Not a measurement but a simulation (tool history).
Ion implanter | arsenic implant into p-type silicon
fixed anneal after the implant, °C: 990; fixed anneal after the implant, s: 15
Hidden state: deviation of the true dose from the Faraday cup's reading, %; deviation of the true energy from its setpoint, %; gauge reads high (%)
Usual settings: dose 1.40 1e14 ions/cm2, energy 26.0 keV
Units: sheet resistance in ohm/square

run	hour	dose	energy	wafers since the last listed run	hours since the last dose calibration	hours since the extraction supply was calibrated	hours since the gauge calibration	read-back reference wafer on the same gauge, sheet resistance	sheet resistance
1	0.0	1.40	26.0	0	302.8	5101.0	1529.1	472.29	506.23
2	36.7	1.40	26.0	604	339.5	5137.7	1565.8	472.07	508.78
3	76.4	1.40	26.0	653	379.2	5177.4	1605.5	471.95	510.50
4	176.0	1.40	26.0	1639	478.8	5277.0	1705.1	471.72	508.16
5	237.3	1.13	26.0	1009	540.1	5338.3	1766.4	472.16	590.02
6	293.8	1.13	26.0	930	596.6	5394.8	1822.9	471.68	590.25
7	348.0	1.13	26.0	892	650.8	5449.0	1877.1	471.99	596.34
8	398.5	1.40	26.0	831	701.3	5499.5	1927.6	472.87	512.80
9	454.9	1.40	26.0	928	757.7	5555.9	1984.0	471.65	514.24
# hour 647.8: extraction supply calibrated
10	648.3	1.40	33.0	3052	951.1	0.5	2177.4	472.89	490.12
11	726.6	1.40	26.0	1289	1029.4	78.8	2255.7	471.61	511.81
12	776.4	1.40	26.0	819	1079.2	128.6	2305.5	472.11	512.56
13	826.9	1.40	26.0	831	1129.7	179.1	2356.0	471.93	512.63
14	867.9	1.40	26.0	675	1170.7	220.1	2397.0	471.64	516.50
15	973.2	1.40	26.0	1733	1276.0	325.4	2502.3	472.44	515.85
16	1046.8	1.40	26.0	1211	1349.6	399.0	2575.9	472.20	515.55
17	1135.5	1.40	33.0	1460	1438.3	487.7	2664.6	472.40	497.68
18	1171.5	1.25	26.0	592	1474.3	523.7	2700.6	472.52	555.16
19	1229.9	1.24	21.5	961	1532.7	582.1	2759.0	472.51	580.39
20	1330.2	1.20	22.0	1651	1633.0	682.4	2859.3	471.57	589.98
# hour 1344.5: gauge calibrated
21	1392.3	1.18	21.5	1022	1695.1	744.5	47.8	471.85	602.88
22	1491.5	1.65	31.5	1633	1794.3	843.7	147.0	472.41	449.74
23	1554.2	1.16	18.5	1032	1857.0	906.4	209.7	472.41	628.13
24	1640.8	1.57	31.0	1425	1943.6	993.0	296.3	471.70	466.26
# hour 1678.8: Faraday cup replaced and dose calibrated
25	1702.1	1.79	17.5	877	23.3	1054.3	357.6	472.35	470.77
26	1758.3	1.24	29.0	925	79.5	1110.5	413.8	472.07	563.66
27	1795.8	1.04	21.0	617	117.0	1148.0	451.3	472.17	682.06
28	1901.2	1.51	35.0	1735	222.4	1253.4	556.7	471.97	478.78
29	1944.2	1.23	19.5	707	265.4	1296.4	599.7	471.46	607.37
30	1995.4	1.71	29.5	843	316.6	1347.6	650.9	472.14	447.02
31	2068.9	1.61	31.0	1210	390.1	1421.1	724.4	472.24	467.97
# hour 2129.1: Faraday cup replaced and dose calibrated, repeated, since the last time left the tool worse
32	2141.2	1.75	23.5	1058	12.1	1493.4	796.7	472.32	435.66
33	2202.3	1.18	21.5	1006	73.2	1554.5	857.8	472.28	592.44
34	2301.4	1.40	26.0	1631	172.3	1653.6	956.9	471.82	505.10
35	2378.8	1.40	26.0	1274	249.7	1731.0	1034.3	472.15	508.16
36	2439.1	1.26	26.0	992	310.0	1791.3	1094.6	472.19	545.45
37	2503.4	1.40	26.0	1058	374.3	1855.6	1158.9	471.31	509.07
38	2592.6	0.99	29.0	1468	463.5	1944.8	1248.1	471.98	632.82

Measured less the same run without the tool's hidden state. The same run-to-run variation is in both; the gauge's scatter may not be:
run	sheet resistance
1	+2.94
2	+3.17
3	+3.43
4	+4.02
5	+5.00
6	+5.40
7	+5.83
8	+5.43
9	+5.81
10	+6.57
11	+7.45
12	+7.77
13	+8.08
14	+8.40
15	+9.04
16	+9.50
17	+9.55
18	+10.95
19	+12.00
20	+12.85
21	+13.59
22	+10.73
23	+15.50
24	+11.93
25	+20.27
26	+23.27
27	+28.61
28	+20.73
29	+27.12
30	+20.29
31	+21.49
32	-0.48
33	-0.21
34	+0.42
35	+0.90
36	+1.35
37	+1.67
38	+2.63
